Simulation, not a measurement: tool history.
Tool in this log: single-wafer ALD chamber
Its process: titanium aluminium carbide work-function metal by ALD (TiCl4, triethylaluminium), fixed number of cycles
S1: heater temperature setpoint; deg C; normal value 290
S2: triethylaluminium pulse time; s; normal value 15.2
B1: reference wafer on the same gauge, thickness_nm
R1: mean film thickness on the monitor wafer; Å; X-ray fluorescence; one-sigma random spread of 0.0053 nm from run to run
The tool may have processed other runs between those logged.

run    day   S1     S2     B1     R1
  1      0  290   15.2    2.4  20.84
  2  0.475  290   15.2  2.399   20.9
  3  0.729  290   15.2    2.4  20.96
  4  1.408  290  13.28    2.4  20.51
  5  1.858  290  13.28  2.399  20.51
  6  2.567  285  11.02    2.4  19.42
  7  2.925  285  11.02    2.4  19.37
  8  3.421  285  11.02    2.4  19.47
  9  3.683  290   15.2  2.401   20.7
 10  4.138  282  13.51    2.4  19.86
     4.529  -- showerhead replaced
     4.912  -- thermocouple changed; heater temperature recalibrated
 11  4.933  282  13.51    2.4  19.76
 12  5.271  282  13.51    2.4   19.8
 13  5.621  290  18.09    2.4  21.08
     5.733  -- gauge calibrated
 14  6.071  277  20.04  2.401  19.92
 15  6.546  299  18.13  2.401  21.95

What will run 16 give?
     7.004  -- triethylaluminium bottle replaced
 16  7.025  300  20.35   ?   ?

{"run 16": {"B1": 2.399, "R1": 21.78}}
Without the tool's hidden state the same run would have given R1 22.21 Å.
